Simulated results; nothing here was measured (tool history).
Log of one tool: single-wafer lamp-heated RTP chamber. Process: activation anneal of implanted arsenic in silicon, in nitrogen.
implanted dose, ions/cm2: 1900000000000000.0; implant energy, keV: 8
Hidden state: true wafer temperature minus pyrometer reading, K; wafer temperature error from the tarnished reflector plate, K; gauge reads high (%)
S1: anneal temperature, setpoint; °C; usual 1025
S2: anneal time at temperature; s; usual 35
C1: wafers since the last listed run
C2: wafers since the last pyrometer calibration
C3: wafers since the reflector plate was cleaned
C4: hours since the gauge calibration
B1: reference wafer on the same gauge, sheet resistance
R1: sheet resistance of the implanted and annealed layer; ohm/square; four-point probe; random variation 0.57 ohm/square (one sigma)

Run 1, hour 0.0: usual settings but S1 1032 °C, S2 30 s; C1 0; C2 3158; C3 4216; C4 544.6; B1 89.86. Result: R1 92.07 ohm/square.
Run 2, hour 56.2: usual settings; C1 469; C2 3628; C3 4686; C4 600.8; B1 90.00. Result: R1 92.77 ohm/square.
Run 3, hour 113.9: usual settings; C1 482; C2 4110; C3 5168; C4 658.5; B1 89.88. Result: R1 92.43 ohm/square.
Run 4, hour 179.9: usual settings; C1 551; C2 4662; C3 5720; C4 724.5; B1 89.94. Result: R1 92.46 ohm/square.
Run 5, hour 225.5: usual settings but S2 28 s; C1 381; C2 5043; C3 6101; C4 770.1; B1 90.32. Result: R1 96.91 ohm/square.
At hour 291.1: pyrometer window cleaned and pyrometer calibrated.
Run 6, hour 296.9: usual settings but S2 28 s; C1 529; C2 48; C3 6631; C4 841.5; B1 90.01. Result: R1 97.15 ohm/square.
Run 7, hour 356.7: usual settings but S2 28 s; C1 499; C2 547; C3 7131; C4 901.3; B1 90.24. Result: R1 97.16 ohm/square.
Run 8, hour 384.4: usual settings; C1 231; C2 779; C3 7362; C4 929.0; B1 90.11. Result: R1 91.81 ohm/square.
Run 9, hour 409.1: usual settings; C1 206; C2 985; C3 7569; C4 953.7; B1 90.00. Result: R1 90.78 ohm/square.
Run 10, hour 479.0: usual settings; C1 584; C2 1570; C3 8153; C4 1023.6; B1 90.00. Result: R1 90.77 ohm/square.
Run 11, hour 520.2: usual settings; C1 344; C2 1914; C3 8497; C4 1064.8; B1 89.87. Result: R1 90.42 ohm/square.
Run 12, hour 573.9: usual settings; C1 448; C2 2363; C3 8946; C4 1118.5; B1 89.97. Result: R1 91.13 ohm/square.
Run 13, hour 645.2: usual settings but S2 26 s; C1 595; C2 2959; C3 9542; C4 1189.8; B1 90.06. Result: R1 99.08 ohm/square.
Run 14, hour 676.6: usual settings but S1 1054 °C, S2 25 s; C1 262; C2 3221; C3 9804; C4 1221.2; B1 89.99. Result: R1 81.29 ohm/square.
Run 15, hour 817.2: usual settings but S1 1035 °C, S2 44 s; C1 1175; C2 4396; C3 10980; C4 1361.8; B1 89.86. Result: R1 79.86 ohm/square.
Run 16, hour 877.7: usual settings; C1 505; C2 4902; C3 11485; C4 1422.3; B1 90.18. Result: R1 90.35 ohm/square.
At hour 908.5: gauge calibrated.
Run 17, hour 971.8: usual settings but S1 996 °C, S2 15 s; C1 786; C2 5689; C3 12272; C4 63.3; B1 90.29. Result: R1 138.76 ohm/square.
At hour 1010.4: pyrometer window cleaned and pyrometer calibrated.
Run 18, hour 1010.9: usual settings but S2 29 s; C1 259; C2 3; C3 12532; C4 102.4; B1 90.04. Result: R1 93.54 ohm/square.
Run 19, hour 1042.2: usual settings but S1 1009 °C, S2 15 s; C1 261; C2 265; C3 12793; C4 133.7; B1 90.06. Result: R1 126.21 ohm/square.
At hour 1066.6: reflector plate cleaned.
Run 20, hour 1079.7: usual settings; C1 246; C2 511; C3 109; C4 171.2; B1 90.08. Result: R1 94.43 ohm/square.
Run 21, hour 1114.9: usual settings but S1 999 °C, S2 27 s; C1 294; C2 806; C3 404; C4 206.4; B1 89.99. Result: R1 123.98 ohm/square.
Run 22, hour 1178.4: usual settings but S2 25 s; C1 530; C2 1336; C3 934; C4 269.9; B1 89.80. Result: R1 103.74 ohm/square.
Run 23, hour 1244.7: usual settings; C1 554; C2 1891; C3 1488; C4 336.2; B1 89.95. Result: R1 93.86 ohm/square.
Run 24, hour 1294.9: usual settings but S1 1008 °C, S2 47 s; C1 419; C2 2310; C3 1908; C4 386.4; B1 90.06. Result: R1 98.42 ohm/square.

Run 25 comes next. What will it give?
Run 25, hour 1353.8: usual settings but S1 1045 °C; C1 492; C2 2802; C3 2400; C4 445.3; B1 ?. Result: R1 ?.

{"run 25": {"B1": 89.99, "R1": 82.85}}
Without the tool's hidden state the same run would have given R1 83.85 ohm/square.
